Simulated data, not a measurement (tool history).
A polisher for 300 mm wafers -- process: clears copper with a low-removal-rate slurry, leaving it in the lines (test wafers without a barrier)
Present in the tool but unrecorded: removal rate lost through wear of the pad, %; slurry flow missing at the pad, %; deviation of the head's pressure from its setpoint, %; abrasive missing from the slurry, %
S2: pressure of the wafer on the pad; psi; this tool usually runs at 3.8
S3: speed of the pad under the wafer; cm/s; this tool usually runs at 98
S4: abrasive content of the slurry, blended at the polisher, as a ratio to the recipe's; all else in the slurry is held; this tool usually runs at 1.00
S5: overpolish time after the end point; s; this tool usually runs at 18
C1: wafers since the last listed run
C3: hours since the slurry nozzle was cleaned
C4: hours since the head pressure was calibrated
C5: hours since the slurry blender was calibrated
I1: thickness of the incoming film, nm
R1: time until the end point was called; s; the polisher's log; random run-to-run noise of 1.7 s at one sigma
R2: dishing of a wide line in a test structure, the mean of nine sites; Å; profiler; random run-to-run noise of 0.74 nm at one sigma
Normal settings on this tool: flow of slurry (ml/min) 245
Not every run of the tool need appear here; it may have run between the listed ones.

Run 1, hour 0.0: usual settings but S4 1.20, S5 15 s; C1 0; wafers polished on this pad 1001; C3 136.6; C4 651.6; C5 142.6; I1 356.5. Result: R1 123.2 s, R2 286 Å.
Run 2, hour 14.4: usual settings; C1 128; wafers polished on this pad 1130; C3 151.0; C4 666.0; C5 157.0; I1 364.0. Result: R1 136.3 s, R2 310 Å.
Run 3, hour 41.2: usual settings but flow of slurry (ml/min) 295, S2 4.6 psi; C1 239; wafers polished on this pad 1370; C3 177.8; C4 692.8; C5 183.8; I1 357.3. Result: R1 119.2 s, R2 354 Å.
At hour 88.1: slurry blender recalibrated.
Run 4, hour 119.9: usual settings; C1 685; wafers polished on this pad 2055; C3 256.5; C4 771.5; C5 31.8; I1 362.0. Result: R1 131.6 s, R2 321 Å.
At hour 152.4: worn pad replaced by a new one.
Run 5, hour 191.0: usual settings; C1 599; wafers polished on this pad 344; C3 327.6; C4 842.6; C5 102.9; I1 357.3. Result: R1 124.2 s, R2 331 Å.
Run 6, hour 206.8: usual settings; C1 141; wafers polished on this pad 485; C3 343.4; C4 858.4; C5 118.7; I1 359.0. Result: R1 129.1 s, R2 328 Å.
Run 7, hour 218.9: usual settings but S5 12 s; C1 108; wafers polished on this pad 593; C3 355.5; C4 870.5; C5 130.8; I1 358.6. Result: R1 130.4 s, R2 232 Å.
Run 8, hour 236.6: usual settings; C1 158; wafers polished on this pad 752; C3 373.2; C4 888.2; C5 148.5; I1 362.9. Result: R1 130.9 s, R2 328 Å.
Run 9, hour 255.6: usual settings but S4 0.85; C1 169; wafers polished on this pad 921; C3 392.2; C4 907.2; C5 167.5; I1 357.6. Result: R1 138.6 s, R2 309 Å.
Run 10, hour 268.0: usual settings but S4 1.15; C1 110; wafers polished on this pad 1032; C3 404.6; C4 919.6; C5 179.9; I1 366.6. Result: R1 130.7 s, R2 326 Å.
Run 11, hour 291.4: usual settings but S3 124 cm/s, S5 24 s; C1 209; wafers polished on this pad 1241; C3 428.0; C4 943.0; C5 203.3; I1 363.3. Result: R1 107.5 s, R2 440 Å.
Run 12, hour 304.9: usual settings but S5 23 s; C1 120; wafers polished on this pad 1362; C3 441.5; C4 956.5; C5 216.8; I1 353.6. Result: R1 135.2 s, R2 386 Å.
At hour 308.3: slurry blender recalibrated.
Run 13, hour 320.1: usual settings but flow of slurry (ml/min) 305, S3 78 cm/s; C1 117; wafers polished on this pad 1480; C3 456.7; C4 971.7; C5 11.8; I1 364.3. Result: R1 159.3 s, R2 279 Å.
Run 14, hour 333.9: usual settings; C1 123; wafers polished on this pad 1603; C3 470.5; C4 985.5; C5 25.6; I1 357.9. Result: R1 123.6 s, R2 327 Å.
Run 15, hour 361.8: usual settings but S2 4.2 psi, S4 0.90; C1 249; wafers polished on this pad 1852; C3 498.4; C4 1013.4; C5 53.5; I1 359.9. Result: R1 126.6 s, R2 341 Å.
At hour 373.4: worn pad replaced by a new one.
At hour 374.3: head pressure recalibrated.
Run 16, hour 389.0: usual settings but S5 13 s; C1 199; wafers polished on this pad 131; C3 525.6; C4 14.7; C5 80.7; I1 361.1. Result: R1 122.2 s, R2 277 Å.
Run 17, hour 408.4: usual settings but S2 2.9 psi, S4 0.75; C1 173; wafers polished on this pad 304; C3 545.0; C4 34.1; C5 100.1; I1 361.0. Result: R1 156.8 s, R2 284 Å.
Run 18, hour 421.7: usual settings but S3 114 cm/s, S5 11 s; C1 118; wafers polished on this pad 423; C3 558.3; C4 47.4; C5 113.4; I1 365.2. Result: R1 111.8 s, R2 261 Å.
Run 19, hour 438.9: usual settings but S3 124 cm/s; C1 153; wafers polished on this pad 577; C3 575.5; C4 64.6; C5 130.6; I1 365.7. Result: R1 104.5 s, R2 387 Å.
At hour 495.7: slurry nozzle cleaned.
Run 20, hour 538.6: usual settings but flow of slurry (ml/min) 275, S2 2.8 psi, S4 1.10, S5 27 s; C1 881; wafers polished on this pad 1459; C3 42.9; C4 164.3; C5 230.3; I1 361.2. Result: R1 152.1 s, R2 378 Å.
Run 21, hour 561.3: usual settings but flow of slurry (ml/min) 170, S4 0.70, S5 25 s; C1 202; wafers polished on this pad 1662; C3 65.6; C4 187.0; C5 253.0; I1 363.0. Result: R1 160.5 s, R2 356 Å.
At hour 580.0: slurry blender recalibrated.
Run 22, hour 590.3: usual settings but S3 118 cm/s, S4 1.10; C1 241; wafers polished on this pad 1903; C3 94.6; C4 216.0; C5 10.3; I1 360.4. Result: R1 101.9 s, R2 383 Å.
At hour 630.6: worn pad replaced by a new one.
Run 23, hour 631.1: usual settings; C1 328; wafers polished on this pad 4; C3 135.4; C4 256.8; C5 51.1; I1 362.5. Result: R1 116.5 s, R2 354 Å.
Run 24, hour 733.2: usual settings; C1 912; wafers polished on this pad 916; C3 237.5; C4 358.9; C5 153.2; I1 362.7. Result: R1 136.7 s, R2 325 Å.
Run 25, hour 747.2: usual settings; C1 125; wafers polished on this pad 1041; C3 251.5; C4 372.9; C5 167.2; I1 360.2. Result: R1 131.3 s, R2 330 Å.
Run 26, hour 773.7: usual settings but S2 2.5 psi; C1 236; wafers polished on this pad 1278; C3 278.0; C4 399.4; C5 193.7; I1 358.6. Result: R1 168.7 s, R2 264 Å.
Run 27, hour 803.1: usual settings but flow of slurry (ml/min) 330, S2 5.0 psi, S3 68 cm/s, S5 10 s; C1 262; wafers polished on this pad 1541; C3 307.4; C4 428.8; C5 223.1; I1 366.6. Result: R1 165.0 s, R2 179 Å.
Run 28, hour 822.7: usual settings; C1 175; wafers polished on this pad 1716; C3 327.0; C4 448.4; C5 242.7; I1 360.6. Result: R1 142.0 s, R2 298 Å.

4 ways to go on from here, each from the tool as it stands after run 28. What would each give?
Run A, hour 823.1: usual settings; C1 3; wafers polished on this pad 1720; C3 327.4; C4 448.8; C5 243.1; I1 356.7. Result: R1 ?, R2 ?.
Run B, hour 823.1: usual settings but flow of slurry (ml/min) 185, S3 130 cm/s, S4 1.20; C1 3; wafers polished on this pad 1720; C3 327.4; C4 448.8; C5 243.1; I1 356.7. Result: R1 ?, R2 ?.
Run C, hour 823.1: usual settings but flow of slurry (ml/min) 285, S4 0.90; C1 3; wafers polished on this pad 1720; C3 327.4; C4 448.8; C5 243.1; I1 356.7. Result: R1 ?, R2 ?.
Run D, hour 823.1: usual settings but S2 3.2 psi, S3 80 cm/s, S4 0.85; C1 3; wafers polished on this pad 1720; C3 327.4; C4 448.8; C5 243.1; I1 356.7. Result: R1 ?, R2 ?.

run     R1   R2
  A  136.4  302
  B  102.7  367
  C  137.4  301
  D  191.4  233
Without the tool's unlogged condition, the same runs would have read:
run     R1   R2
  A  112.8  345
  B   84.7  413
  C  113.8  343
  D  158.8  269
